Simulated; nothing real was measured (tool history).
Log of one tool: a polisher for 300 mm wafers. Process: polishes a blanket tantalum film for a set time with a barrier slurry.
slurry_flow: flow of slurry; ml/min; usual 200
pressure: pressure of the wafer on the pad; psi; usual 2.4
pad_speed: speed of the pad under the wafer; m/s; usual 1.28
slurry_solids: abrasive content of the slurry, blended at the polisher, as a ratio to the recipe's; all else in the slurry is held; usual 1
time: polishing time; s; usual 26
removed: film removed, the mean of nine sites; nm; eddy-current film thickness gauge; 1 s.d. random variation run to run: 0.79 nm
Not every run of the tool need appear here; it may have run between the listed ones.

run      day  slurry_flow  pressure  pad_speed  slurry_solids  time  wafers since the last listed run  wafers polished on this pad  hours since the slurry nozzle was cleaned  hours since the head pressure was calibrated  hours since the slurry blender was calibrated  incoming thickness of the incoming film, nm  removed
  1        0          200       2.4       1.28              1    26                                 0                          865                                      407.2                                         556.7                                          434.1                                          191     50.5
  2    3.617          200       2.4       1.28              1    26                               990                         1856                                        494                                         643.5                                          520.9                                        187.1     49.3
  3    7.546          200       2.4       1.28              1    26                              1076                         2932                                      588.3                                         737.8                                          615.2                                        189.4     48.2
       8.646  -- slurry blender recalibrated
  4   16.938          200       2.4       1.28              1    26                              2550                         5483                                      813.7                                         963.2                                            199                                        189.4       46
      18.271  -- head pressure recalibrated
  5   19.392          200       2.4       1.28              1    26                               649                         6133                                      872.6                                          26.9                                          257.9                                        187.5     48.9
      19.846  -- worn pad replaced by a new one
  6   23.033          200       2.4       1.28              1    26                               952                          873                                        960                                         114.3                                          345.3                                          191     50.3
       24.95  -- slurry nozzle cleaned
  7   25.958          200       2.4       1.28              1    26                               790                         1663                                       24.2                                         184.5                                          415.5                                        193.8     48.7
  8   29.742          200       2.4       1.28              1    26                              1036                         2700                                        115                                         275.3                                          506.3                                        190.8     47.4
      29.933  -- slurry blender recalibrated
  9   31.488          200       2.4       1.28              1    26                               455                         3156                                      156.9                                         317.2                                           37.3                                        190.3     54.5
 10   34.083          200       2.4       1.28              1    26                               711                         3867                                      219.2                                         379.5                                           99.6                                        190.1     51.7
 11   36.667          200       2.4       1.28              1    26                               707                         4575                                      281.2                                         441.5                                          161.6                                        186.6     53.9
 12    40.85          200       2.4       1.28              1    26                              1146                         5721                                      381.6                                         541.9                                            262                                        192.3     51.3
 13   44.646          200       2.4       1.28              1    18                              1040                         6761                                      472.7                                           633                                          353.1                                        188.2     35.3
      45.842  -- worn pad replaced by a new one
 14   48.933          200       2.4       1.28              1    26                              1129                          847                                      575.6                                         735.9                                            456                                        190.8     49.3
 15   53.267          265       2.4       1.28              1    30                              1187                         2034                                      679.6                                         839.9                                            560                                          189     56.1
      54.642  -- head pressure recalibrated
      54.688  -- slurry blender recalibrated
 16   56.633          200       2.4        1.7              1    30                               888                         2922                                      760.4                                          47.8                                           46.7                                        189.4     78.6
 17   58.646          200       2.4       1.28              1    26                               551                         3473                                      808.7                                          96.1                                             95                                        190.4     53.4
 18   60.617          200       2.4       1.28              1    26                               540                         4013                                        856                                         143.4                                          142.3                                        189.7     52.4
 19   63.438          150       1.7       1.28           0.85    29                               772                         4786                                      923.7                                         211.1                                            210                                        190.8     44.7
      64.992  -- slurry nozzle cleaned
 20   67.083          150       3.1        1.5            1.1    26                               987                         5774                                       50.2                                         298.6                                          297.5                                          191     66.6
      68.767  -- worn pad replaced by a new one
 21   71.446          200       2.4       1.28            1.2    26                              1149                          733                                      154.9                                         403.3                                          402.2                                        193.3     53.1
 22   75.825          200       2.4       1.28              1    26                              1199                         1933                                        260                                         508.4                                          507.3                                        190.9     51.6
 23   78.883          200       2.4       1.28              1    26                               837                         2771                                      333.4                                         581.8                                          580.7                                        191.8     48.5
      80.612  -- slurry blender recalibrated
 24   80.858          150       2.4        0.9              1    26                               518                         3289                                      380.8                                         629.2                                            5.9                                        187.3     39.1
 25   86.392          200       2.4       1.28              1    26                              1516                         4806                                      513.6                                           762                                          138.7                                        190.1     51.3
 26   89.188          200       2.4       1.28            0.9    26                               766                         5572                                      580.7                                         829.1                                          205.8                                        188.7     48.9
 27   91.425          200       2.4       1.28              1    26                               613                         6185                                      634.4                                         882.8                                          259.5                                        190.3     48.9
      92.171  -- worn pad replaced by a new one
 28   93.938          155       2.4       1.28              1    26                               642                          483                                      694.7                                         943.1                                          319.8                                        187.7     44.5
      94.558  -- head pressure recalibrated
 29   98.304          200       2.8          1           1.15    26                              1173                         1657                                      799.5                                          89.9                                          424.6                                        191.9     50.7
 30  100.104          200       2.4       1.62            0.8    26                               493                         2150                                      842.7                                         133.1                                          467.8                                        188.2     58.1

Take each entry between the runs: how does the hidden state at the last listed run before it differ from the hidden state at the first listed run after it?
In the gap between runs 3 and 4: slurry blender recalibrated (day 8.646)
  deviation of the head's pressure from its setpoint, %: -8.95 -> -14.3; abrasive missing from the slurry, %: 37.1 -> 38.2
  measured result minus the result with no hidden state, removed: -7.7 -> -9.4 nm
In the gap between runs 4 and 5: head pressure recalibrated (day 18.271)
  deviation of the head's pressure from its setpoint, %: -14.3 -> -1.46; abrasive missing from the slurry, %: 38.2 -> 41.7
  measured result minus the result with no hidden state, removed: -9.4 -> -6 nm
In the gap between runs 5 and 6: worn pad replaced by a new one (day 19.846)
  deviation of the head's pressure from its setpoint, %: -1.46 -> -1.63; abrasive missing from the slurry, %: 41.7 -> 45.2
  measured result minus the result with no hidden state, removed: -6 -> -7 nm
In the gap between runs 6 and 7: slurry nozzle cleaned (day 24.95)
  deviation of the head's pressure from its setpoint, %: -1.63 -> -1.93; abrasive missing from the slurry, %: 45.2 -> 47.1
  measured result minus the result with no hidden state, removed: -7 -> -7.3 nm
In the gap between runs 8 and 9: slurry blender recalibrated (day 29.933)
  deviation of the head's pressure from its setpoint, %: -2.51 -> -2.86; abrasive missing from the slurry, %: 48.8 -> 6.54
  measured result minus the result with no hidden state, removed: -7.6 -> -1.7 nm
In the gap between runs 13 and 14: worn pad replaced by a new one (day 45.842)
  deviation of the head's pressure from its setpoint, %: -7.06 -> -9.04; abrasive missing from the slurry, %: 30.9 -> 33.4
  measured result minus the result with no hidden state, removed: -4.3 -> -7.2 nm
In the gap between runs 15 and 16: head pressure recalibrated (day 54.642); slurry blender recalibrated (day 54.688)
  deviation of the head's pressure from its setpoint, %: -11.3 -> -0.518; abrasive missing from the slurry, %: 34.9 -> 10.4
  measured result minus the result with no hidden state, removed: -9.5 -> -2 nm
In the gap between runs 19 and 20: slurry nozzle cleaned (day 64.992)
  deviation of the head's pressure from its setpoint, %: -1.11 -> -1.74; abrasive missing from the slurry, %: 26.8 -> 31.4
  measured result minus the result with no hidden state, removed: -3.4 -> -5.7 nm
In the gap between runs 20 and 21: worn pad replaced by a new one (day 68.767)
  deviation of the head's pressure from its setpoint, %: -1.74 -> -2.76; abrasive missing from the slurry, %: 31.4 -> 34.7
  measured result minus the result with no hidden state, removed: -5.7 -> -5.2 nm
In the gap between runs 23 and 24: slurry blender recalibrated (day 80.612)
  deviation of the head's pressure from its setpoint, %: -5.23 -> -6.03; abrasive missing from the slurry, %: 37.5 -> 3.31
  measured result minus the result with no hidden state, removed: -6.5 -> -1.7 nm
In the gap between runs 27 and 28: worn pad replaced by a new one (day 92.171)
  deviation of the head's pressure from its setpoint, %: -11.4 -> -12.9; abrasive missing from the slurry, %: 29.3 -> 31.9
  measured result minus the result with no hidden state, removed: -7.3 -> -7.6 nm
In the gap between runs 28 and 29: head pressure recalibrated (day 94.558)
  deviation of the head's pressure from its setpoint, %: -12.9 -> 0.352; abrasive missing from the slurry, %: 31.9 -> 34.8
  measured result minus the result with no hidden state, removed: -7.6 -> -4.1 nm

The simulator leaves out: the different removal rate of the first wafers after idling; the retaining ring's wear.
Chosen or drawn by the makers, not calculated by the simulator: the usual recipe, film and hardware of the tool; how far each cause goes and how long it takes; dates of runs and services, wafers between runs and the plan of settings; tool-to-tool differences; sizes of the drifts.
